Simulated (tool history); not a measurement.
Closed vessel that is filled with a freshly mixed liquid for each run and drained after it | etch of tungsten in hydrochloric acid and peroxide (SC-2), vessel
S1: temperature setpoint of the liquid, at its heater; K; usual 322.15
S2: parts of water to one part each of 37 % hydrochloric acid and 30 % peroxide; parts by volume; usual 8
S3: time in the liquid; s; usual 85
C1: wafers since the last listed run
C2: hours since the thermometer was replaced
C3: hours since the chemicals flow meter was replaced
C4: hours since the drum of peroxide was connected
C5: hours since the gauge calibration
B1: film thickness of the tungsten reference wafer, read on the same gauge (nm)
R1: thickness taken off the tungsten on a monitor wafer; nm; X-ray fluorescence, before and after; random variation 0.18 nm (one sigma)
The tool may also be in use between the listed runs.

Run 1, hour 0: usual settings but S2 9 parts by volume, S3 50 s; C1 0; C2 2027.3; C3 687.9; C4 1137.6; C5 373; B1 149.98. Result: R1 11.57 nm.
Run 2, hour 12.2: usual settings but S2 9 parts by volume, S3 50 s; C1 1427; C2 2039.5; C3 700.1; C4 1149.8; C5 385.2; B1 149.99. Result: R1 11.65 nm.
Run 3, hour 27.1: usual settings but S2 9 parts by volume, S3 50 s; C1 1743; C2 2054.4; C3 715; C4 1164.7; C5 400.1; B1 150.04. Result: R1 11.78 nm.
Run 4, hour 33.7: usual settings but S1 325.15 K; C1 772; C2 2061; C3 721.6; C4 1171.3; C5 406.7; B1 150. Result: R1 26.68 nm.
Run 5, hour 48.8: usual settings but S1 325.15 K; C1 1767; C2 2076.1; C3 736.7; C4 1186.4; C5 421.8; B1 150. Result: R1 26.74 nm.
Run 6, hour 65.1: usual settings; C1 1907; C2 2092.4; C3 753; C4 1202.7; C5 438.1; B1 150.02. Result: R1 21.91 nm.
Run 7, hour 72.9: usual settings; C1 912; C2 2100.2; C3 760.8; C4 1210.5; C5 445.9; B1 149.99. Result: R1 21.71 nm.
Run 8, hour 81.9: usual settings; C1 1053; C2 2109.2; C3 769.8; C4 1219.5; C5 454.9; B1 150.02. Result: R1 21.63 nm.
At hour 85.1: gauge calibrated.
Run 9, hour 94.1: usual settings but S2 7 parts by volume; C1 1427; C2 2121.4; C3 782; C4 1231.7; C5 9; B1 150.02. Result: R1 24.07 nm.
At hour 95.9: chemicals flow meter replaced.
Run 10, hour 121: usual settings but S2 7 parts by volume; C1 3031; C2 2148.3; C3 25.1; C4 1258.6; C5 35.9; B1 149.99. Result: R1 23.91 nm.
At hour 129.4: new drum of peroxide connected.
Run 11, hour 138.9: usual settings; C1 1978; C2 2166.2; C3 43; C4 9.5; C5 53.8; B1 150.01. Result: R1 23.05 nm.
At hour 147.6: thermometer replaced.
Run 12, hour 148.1: usual settings but S1 319.65 K; C1 959; C2 0.5; C3 52.2; C4 18.7; C5 63; B1 150. Result: R1 19.18 nm.
Run 13, hour 153.9: usual settings but S1 319.65 K; C1 678; C2 6.3; C3 58; C4 24.5; C5 68.8; B1 150.04. Result: R1 19.68 nm.
Run 14, hour 161.5: usual settings but S2 6 parts by volume; C1 889; C2 13.9; C3 65.6; C4 32.1; C5 76.4; B1 149.99. Result: R1 28.71 nm.
Run 15, hour 175.9: usual settings but S1 328.65 K, S3 120 s; C1 1685; C2 28.3; C3 80; C4 46.5; C5 90.8; B1 149.98. Result: R1 50.41 nm.
Run 16, hour 219.9: usual settings but S1 331.65 K, S2 5 parts by volume; C1 5149; C2 72.3; C3 124; C4 90.5; C5 134.8; B1 150.02. Result: R1 61.16 nm.
Run 17, hour 261: usual settings; C1 4810; C2 113.4; C3 165.1; C4 131.6; C5 175.9; B1 149.98. Result: R1 22.69 nm.
Run 18, hour 278.9: usual settings but S3 100 s; C1 2095; C2 131.3; C3 183; C4 149.5; C5 193.8; B1 149.97. Result: R1 26.99 nm.
Run 19, hour 295.5: usual settings but S1 329.15 K, S2 9 parts by volume, S3 45 s; C1 1942; C2 147.9; C3 199.6; C4 166.1; C5 210.4; B1 150.01. Result: R1 17.51 nm.

Run 20 comes next. What will it give?
Run 20, hour 309.8: usual settings but S3 45 s; C1 1673; C2 162.2; C3 213.9; C4 180.4; C5 224.7; B1 ?. Result: R1 ?.

B1: 149.98
R1: 12.08 nm
Without the tool's hidden state the same run would have given R1 12.24 nm.
